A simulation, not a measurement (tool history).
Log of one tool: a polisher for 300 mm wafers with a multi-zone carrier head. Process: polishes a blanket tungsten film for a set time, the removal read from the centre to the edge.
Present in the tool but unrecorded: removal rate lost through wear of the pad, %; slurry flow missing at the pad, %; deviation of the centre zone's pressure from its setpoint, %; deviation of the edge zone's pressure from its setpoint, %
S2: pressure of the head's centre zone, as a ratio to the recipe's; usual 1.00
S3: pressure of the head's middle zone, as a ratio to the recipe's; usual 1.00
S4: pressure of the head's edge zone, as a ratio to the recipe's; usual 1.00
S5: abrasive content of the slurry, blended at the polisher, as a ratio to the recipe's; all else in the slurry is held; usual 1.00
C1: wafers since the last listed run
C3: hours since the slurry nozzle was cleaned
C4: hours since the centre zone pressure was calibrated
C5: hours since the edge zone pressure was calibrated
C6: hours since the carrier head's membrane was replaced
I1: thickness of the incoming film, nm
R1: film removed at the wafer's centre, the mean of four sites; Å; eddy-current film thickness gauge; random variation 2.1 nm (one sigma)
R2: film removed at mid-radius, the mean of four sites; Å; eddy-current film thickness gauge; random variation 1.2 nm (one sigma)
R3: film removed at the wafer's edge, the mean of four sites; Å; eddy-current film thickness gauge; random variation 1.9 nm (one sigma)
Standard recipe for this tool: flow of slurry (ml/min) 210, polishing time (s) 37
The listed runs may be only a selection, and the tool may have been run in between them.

run 1 hour=0.0 | flow_of_slurry_(ml/min)=210 S2=1.00 S3=1.00 S4=1.00 S5=1.10 polishing_time_(s)=37 | C1=0 wafers_polished_on_this_pad=2672 C3=385.3 C4=38.9 C5=457.2 C6=618.1 | I1=1165.9 | R1=1546 R2=1525 R3=1572
-- hour=58.8 slurry nozzle cleaned
run 2 hour=90.1 | flow_of_slurry_(ml/min)=210 S2=1.00 S3=1.00 S4=1.00 S5=1.10 polishing_time_(s)=37 | C1=1019 wafers_polished_on_this_pad=3692 C3=31.3 C4=129.0 C5=547.3 C6=708.2 | I1=1190.3 | R1=1459 R2=1470 R3=1532
run 3 hour=151.8 | flow_of_slurry_(ml/min)=210 S2=1.00 S3=1.00 S4=1.00 S5=1.00 polishing_time_(s)=37 | C1=706 wafers_polished_on_this_pad=4398 C3=93.0 C4=190.7 C5=609.0 C6=769.9 | I1=1168.3 | R1=1382 R2=1382 R3=1459
-- hour=190.5 worn pad replaced by a new one
run 4 hour=215.3 | flow_of_slurry_(ml/min)=210 S2=1.00 S3=1.00 S4=1.00 S5=1.00 polishing_time_(s)=37 | C1=680 wafers_polished_on_this_pad=284 C3=156.5 C4=254.2 C5=672.5 C6=833.4 | I1=1146.9 | R1=1533 R2=1582 R3=1632
run 5 hour=337.5 | flow_of_slurry_(ml/min)=210 S2=1.00 S3=1.00 S4=1.00 S5=1.00 polishing_time_(s)=37 | C1=1398 wafers_polished_on_this_pad=1682 C3=278.7 C4=376.4 C5=794.7 C6=955.6 | I1=1145.3 | R1=1529 R2=1550 R3=1577
run 6 hour=435.2 | flow_of_slurry_(ml/min)=210 S2=1.00 S3=1.00 S4=1.00 S5=1.00 polishing_time_(s)=37 | C1=1118 wafers_polished_on_this_pad=2800 C3=376.4 C4=474.1 C5=892.4 C6=1053.3 | I1=1166.7 | R1=1523 R2=1499 R3=1539
run 7 hour=472.0 | flow_of_slurry_(ml/min)=210 S2=1.00 S3=1.00 S4=1.00 S5=1.00 polishing_time_(s)=37 | C1=421 wafers_polished_on_this_pad=3221 C3=413.2 C4=510.9 C5=929.2 C6=1090.1 | I1=1185.1 | R1=1497 R2=1475 R3=1526
-- hour=505.0 slurry nozzle cleaned
run 8 hour=577.7 | flow_of_slurry_(ml/min)=210 S2=1.00 S3=1.00 S4=1.00 S5=1.00 polishing_time_(s)=37 | C1=1198 wafers_polished_on_this_pad=4419 C3=72.7 C4=616.6 C5=1034.9 C6=1195.8 | I1=1169.5 | R1=1383 R2=1365 R3=1416
-- hour=597.5 worn pad replaced by a new one
run 9 hour=647.2 | flow_of_slurry_(ml/min)=210 S2=1.00 S3=1.00 S4=1.00 S5=1.00 polishing_time_(s)=37 | C1=749 wafers_polished_on_this_pad=568 C3=142.2 C4=686.1 C5=1104.4 C6=1265.3 | I1=1193.3 | R1=1567 R2=1576 R3=1652
-- hour=658.9 centre zone pressure recalibrated
run 10 hour=716.5 | flow_of_slurry_(ml/min)=210 S2=1.00 S3=1.00 S4=1.00 S5=1.05 polishing_time_(s)=37 | C1=770 wafers_polished_on_this_pad=1339 C3=211.5 C4=57.6 C5=1173.7 C6=1334.6 | I1=1170.5 | R1=1595 R2=1573 R3=1654
run 11 hour=779.9 | flow_of_slurry_(ml/min)=240 S2=1.11 S3=0.96 S4=1.00 S5=1.00 polishing_time_(s)=44 | C1=725 wafers_polished_on_this_pad=2064 C3=274.9 C4=121.0 C5=1237.1 C6=1398.0 | I1=1168.2 | R1=2061 R2=1812 R3=1955
run 12 hour=887.9 | flow_of_slurry_(ml/min)=210 S2=1.11 S3=1.00 S4=1.00 S5=1.00 polishing_time_(s)=37 | C1=1235 wafers_polished_on_this_pad=3300 C3=382.9 C4=229.0 C5=1345.1 C6=1506.0 | I1=1167.1 | R1=1646 R2=1470 R3=1522
-- hour=919.0 slurry nozzle cleaned
run 13 hour=947.8 | flow_of_slurry_(ml/min)=210 S2=1.00 S3=1.00 S4=0.97 S5=1.00 polishing_time_(s)=26 | C1=674 wafers_polished_on_this_pad=3974 C3=28.8 C4=288.9 C5=1405.0 C6=1565.9 | I1=1166.9 | R1=1005 R2=1009 R3=1027
-- hour=997.2 worn pad replaced by a new one, of another model than before
-- hour=1100.4 edge zone pressure recalibrated
run 14 hour=1208.1 | flow_of_slurry_(ml/min)=210 S2=0.90 S3=1.00 S4=1.10 S5=1.20 polishing_time_(s)=37 | C1=2910 wafers_polished_on_this_pad=2390 C3=289.1 C4=549.2 C5=107.7 C6=1826.2 | I1=1161.7 | R1=1449 R2=1598 R3=1681
run 15 hour=1252.1 | flow_of_slurry_(ml/min)=185 S2=0.95 S3=0.91 S4=1.00 S5=1.10 polishing_time_(s)=37 | C1=503 wafers_polished_on_this_pad=2893 C3=333.1 C4=593.2 C5=151.7 C6=1870.2 | I1=1173.8 | R1=1381 R2=1351 R3=1531
-- hour=1275.1 slurry nozzle cleaned
run 16 hour=1345.4 | flow_of_slurry_(ml/min)=210 S2=1.11 S3=1.00 S4=1.00 S5=1.00 polishing_time_(s)=37 | C1=1056 wafers_polished_on_this_pad=3949 C3=70.3 C4=686.5 C5=245.0 C6=1963.5 | I1=1182.1 | R1=1587 R2=1421 R3=1442
-- hour=1375.0 centre zone pressure recalibrated
-- hour=1417.5 worn pad replaced by a new one
run 17 hour=1451.3 | flow_of_slurry_(ml/min)=260 S2=1.00 S3=1.09 S4=1.05 S5=1.00 polishing_time_(s)=29 | C1=1143 wafers_polished_on_this_pad=387 C3=176.2 C4=76.3 C5=350.9 C6=2069.4 | I1=1181.9 | R1=1287 R2=1382 R3=1313
-- hour=1494.7 carrier head's membrane replaced by a new one
-- hour=1654.6 slurry nozzle cleaned
run 18 hour=1745.4 | flow_of_slurry_(ml/min)=185 S2=0.95 S3=0.91 S4=1.00 S5=1.10 polishing_time_(s)=37 | C1=3296 wafers_polished_on_this_pad=3683 C3=90.8 C4=370.4 C5=645.0 C6=250.7 | I1=1156.6 | R1=1319 R2=1306 R3=1491
run 19 hour=1784.3 | flow_of_slurry_(ml/min)=210 S2=1.00 S3=1.00 S4=0.96 S5=0.90 polishing_time_(s)=37 | C1=445 wafers_polished_on_this_pad=4129 C3=129.7 C4=409.3 C5=683.9 C6=289.6 | I1=1164.5 | R1=1385 R2=1377 R3=1395
-- hour=1813.0 worn pad replaced by a new one
run 20 hour=1861.5 | flow_of_slurry_(ml/min)=235 S2=1.00 S3=1.00 S4=1.00 S5=1.00 polishing_time_(s)=33 | C1=837 wafers_polished_on_this_pad=555 C3=206.9 C4=486.5 C5=761.1 C6=366.8 | I1=1174.5 | R1=1451 R2=1444 R3=1475
run 21 hour=1941.0 | flow_of_slurry_(ml/min)=210 S2=1.00 S3=1.00 S4=1.00 S5=1.00 polishing_time_(s)=37 | C1=909 wafers_polished_on_this_pad=1464 C3=286.4 C4=566.0 C5=840.6 C6=446.3 | I1=1175.2 | R1=1541 R2=1560 R3=1593

Measured less the same run without the tool's hidden state. The same run-to-run variation is in both; the gauge's scatter may not be:
run=1 R1=-83 R2=-82 R3=-85
run=2 R1=-146 R2=-148 R3=-154
run=3 R1=-200 R2=-200 R3=-210
run=4 R1=-20 R2=-20 R3=-21
run=5 R1=-47 R2=-47 R3=-47
run=6 R1=-98 R2=-96 R3=-99
run=7 R1=-122 R2=-121 R3=-124
run=8 R1=-209 R2=-207 R3=-215
run=9 R1=-11 R2=-11 R3=-11
run=10 R1=-26 R2=-26 R3=-27
run=11 R1=-67 R2=-58 R3=-63
run=12 R1=-128 R2=-114 R3=-118
run=13 R1=-115 R2=-116 R3=-117
run=14 R1=-65 R2=-72 R3=-75
run=15 R1=-87 R2=-85 R3=-96
run=16 R1=-184 R2=-165 R3=-167
run=17 R1=-14 R2=-14 R3=-13
run=18 R1=-139 R2=-137 R3=-156
run=19 R1=-183 R2=-181 R3=-183
run=20 R1=-16 R2=-15 R3=-16
run=21 R1=-34 R2=-35 R3=-36
